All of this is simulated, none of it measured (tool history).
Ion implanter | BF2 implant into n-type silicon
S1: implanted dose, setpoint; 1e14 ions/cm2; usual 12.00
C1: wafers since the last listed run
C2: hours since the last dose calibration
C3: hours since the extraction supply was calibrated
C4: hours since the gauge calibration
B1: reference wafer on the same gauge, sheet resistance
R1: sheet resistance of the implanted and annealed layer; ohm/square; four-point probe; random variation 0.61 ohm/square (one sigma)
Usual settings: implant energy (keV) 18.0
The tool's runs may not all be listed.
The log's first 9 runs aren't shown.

run 10 hour=599.2 | S1=10.43 implant_energy_(keV)=18.0 | C1=441 C2=1768.1 C3=2008.1 C4=1940.7 | B1=159.04 | R1=187.20
run 11 hour=697.8 | S1=12.00 implant_energy_(keV)=18.0 | C1=1154 C2=1866.7 C3=2106.7 C4=2039.3 | B1=158.98 | R1=177.70
run 12 hour=735.8 | S1=12.00 implant_energy_(keV)=18.0 | C1=444 C2=1904.7 C3=2144.7 C4=2077.3 | B1=159.11 | R1=178.06
run 13 hour=888.2 | S1=12.00 implant_energy_(keV)=18.0 | C1=1783 C2=2057.1 C3=2297.1 C4=2229.7 | B1=158.98 | R1=178.79
run 14 hour=937.6 | S1=9.81 implant_energy_(keV)=18.0 | C1=578 C2=2106.5 C3=2346.5 C4=2279.1 | B1=159.00 | R1=193.50
-- hour=971.0 gauge calibrated
run 15 hour=978.9 | S1=9.81 implant_energy_(keV)=18.0 | C1=483 C2=2147.8 C3=2387.8 C4=7.9 | B1=158.86 | R1=193.69
run 16 hour=1056.2 | S1=8.59 implant_energy_(keV)=18.0 | C1=904 C2=2225.1 C3=2465.1 C4=85.2 | B1=158.92 | R1=207.29
run 17 hour=1164.1 | S1=11.10 implant_energy_(keV)=12.0 | C1=1262 C2=2333.0 C3=2573.0 C4=193.1 | B1=158.94 | R1=205.40
run 18 hour=1236.0 | S1=10.85 implant_energy_(keV)=18.0 | C1=841 C2=2404.9 C3=2644.9 C4=265.0 | B1=159.02 | R1=184.94
run 19 hour=1304.8 | S1=12.00 implant_energy_(keV)=18.0 | C1=805 C2=2473.7 C3=2713.7 C4=333.8 | B1=159.01 | R1=178.22
-- hour=1339.9 Faraday cup replaced and dose calibrated
run 20 hour=1361.3 | S1=12.96 implant_energy_(keV)=18.0 | C1=567 C2=21.4 C3=2770.2 C4=390.3 | B1=159.03 | R1=171.27
run 21 hour=1411.4 | S1=10.39 implant_energy_(keV)=13.5 | C1=586 C2=71.5 C3=2820.3 C4=440.4 | B1=159.06 | R1=202.79
run 22 hour=1501.3 | S1=8.61 implant_energy_(keV)=22.0 | C1=1052 C2=161.4 C3=2910.2 C4=530.3 | B1=158.89 | R1=191.09
run 23 hour=1587.1 | S1=14.46 implant_energy_(keV)=12.0 | C1=1004 C2=247.2 C3=2996.0 C4=616.1 | B1=159.05 | R1=186.88
-- hour=1609.8 extraction supply calibrated
run 24 hour=1644.8 | S1=12.00 implant_energy_(keV)=18.0 | C1=581 C2=304.9 C3=35.0 C4=673.8 | B1=159.06 | R1=174.89
run 25 hour=1733.3 | S1=14.02 implant_energy_(keV)=12.0 | C1=1035 C2=393.4 C3=123.5 C4=762.3 | B1=158.95 | R1=189.71
run 26 hour=1799.9 | S1=14.23 implant_energy_(keV)=21.0 | C1=779 C2=460.0 C3=190.1 C4=828.9 | B1=158.95 | R1=160.67
run 27 hour=1887.2 | S1=12.92 implant_energy_(keV)=13.5 | C1=1021 C2=547.3 C3=277.4 C4=916.2 | B1=159.22 | R1=186.00
run 28 hour=1956.2 | S1=14.41 implant_energy_(keV)=15.5 | C1=807 C2=616.3 C3=346.4 C4=985.2 | B1=159.03 | R1=173.59
run 29 hour=2032.1 | S1=8.45 implant_energy_(keV)=15.5 | C1=888 C2=692.2 C3=422.3 C4=1061.1 | B1=159.06 | R1=213.76
run 30 hour=2106.1 | S1=12.92 implant_energy_(keV)=13.5 | C1=866 C2=766.2 C3=496.3 C4=1135.1 | B1=158.98 | R1=186.76
run 31 hour=2162.2 | S1=12.00 implant_energy_(keV)=18.0 | C1=656 C2=822.3 C3=552.4 C4=1191.2 | B1=158.94 | R1=175.93

Forecast each of these 3 alternatives for the next run:
run A hour=2162.6 | S1=12.00 implant_energy_(keV)=18.0 | C1=4 C2=822.7 C3=552.8 C4=1191.6 | B1=? | R1=?
run B hour=2162.6 | S1=15.16 implant_energy_(keV)=21.5 | C1=4 C2=822.7 C3=552.8 C4=1191.6 | B1=? | R1=?
run C hour=2162.6 | S1=13.61 implant_energy_(keV)=12.5 | C1=4 C2=822.7 C3=552.8 C4=1191.6 | B1=? | R1=?

run=A B1=158.81 R1=176.66
run=B B1=158.81 R1=156.60
run=C B1=158.81 R1=188.80
Without the tool's hidden state the same runs would have given:
run=A R1=176.09
run=B R1=156.29
run=C R1=188.38
